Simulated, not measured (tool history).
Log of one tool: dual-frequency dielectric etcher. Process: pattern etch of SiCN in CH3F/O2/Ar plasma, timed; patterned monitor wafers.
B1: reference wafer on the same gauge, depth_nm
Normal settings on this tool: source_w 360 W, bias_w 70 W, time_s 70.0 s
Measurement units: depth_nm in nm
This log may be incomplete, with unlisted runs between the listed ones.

{"run": 1, "hour": 0.0, "source_w": 360, "bias_w": 70, "time_s": 70.0, "B1": 21.57, "depth_nm": 24.71}
{"run": 2, "hour": 11.6, "source_w": 360, "bias_w": 70, "time_s": 70.0, "B1": 21.61, "depth_nm": 24.58}
{"run": 3, "hour": 26.6, "source_w": 360, "bias_w": 70, "time_s": 70.0, "B1": 21.61, "depth_nm": 24.61}
{"hour": 38.5, "done": "gauge calibrated"}
{"run": 4, "hour": 41.5, "source_w": 360, "bias_w": 70, "time_s": 70.0, "B1": 21.59, "depth_nm": 24.63}
{"run": 5, "hour": 50.6, "source_w": 360, "bias_w": 70, "time_s": 70.0, "B1": 21.6, "depth_nm": 24.68}
{"run": 6, "hour": 70.6, "source_w": 360, "bias_w": 75, "time_s": 63.0, "B1": 21.61, "depth_nm": 22.67}
{"run": 7, "hour": 79.8, "source_w": 360, "bias_w": 70, "time_s": 70.0, "B1": 21.6, "depth_nm": 24.77}
{"run": 8, "hour": 91.1, "source_w": 360, "bias_w": 70, "time_s": 70.0, "B1": 21.61, "depth_nm": 24.71}
{"run": 9, "hour": 97.3, "source_w": 360, "bias_w": 70, "time_s": 70.0, "B1": 21.59, "depth_nm": 24.66}
{"run": 10, "hour": 111.6, "source_w": 360, "bias_w": 66, "time_s": 70.0, "B1": 21.62, "depth_nm": 24.34}
{"run": 11, "hour": 127.2, "source_w": 360, "bias_w": 66, "time_s": 70.0, "B1": 21.58, "depth_nm": 24.48}
{"run": 12, "hour": 140.2, "source_w": 360, "bias_w": 66, "time_s": 70.0, "B1": 21.59, "depth_nm": 24.33}
{"hour": 149.7, "done": "source power generator calibrated"}
{"run": 13, "hour": 153.9, "source_w": 360, "bias_w": 70, "time_s": 70.0, "B1": 21.62, "depth_nm": 24.85}
{"run": 14, "hour": 161.6, "source_w": 360, "bias_w": 70, "time_s": 70.0, "B1": 21.59, "depth_nm": 24.93}
{"run": 15, "hour": 170.3, "source_w": 360, "bias_w": 70, "time_s": 70.0, "B1": 21.61, "depth_nm": 24.94}

Run 16 comes next. What will it give?
{"run": 16, "hour": 187.9, "source_w": 310, "bias_w": 55, "time_s": 61.5, "B1": "?", "depth_nm": "?"}

{"run 16": {"B1": 21.62, "depth_nm": 19.12}}
Without the tool's hidden state the same run would have given depth_nm 18.62 nm.

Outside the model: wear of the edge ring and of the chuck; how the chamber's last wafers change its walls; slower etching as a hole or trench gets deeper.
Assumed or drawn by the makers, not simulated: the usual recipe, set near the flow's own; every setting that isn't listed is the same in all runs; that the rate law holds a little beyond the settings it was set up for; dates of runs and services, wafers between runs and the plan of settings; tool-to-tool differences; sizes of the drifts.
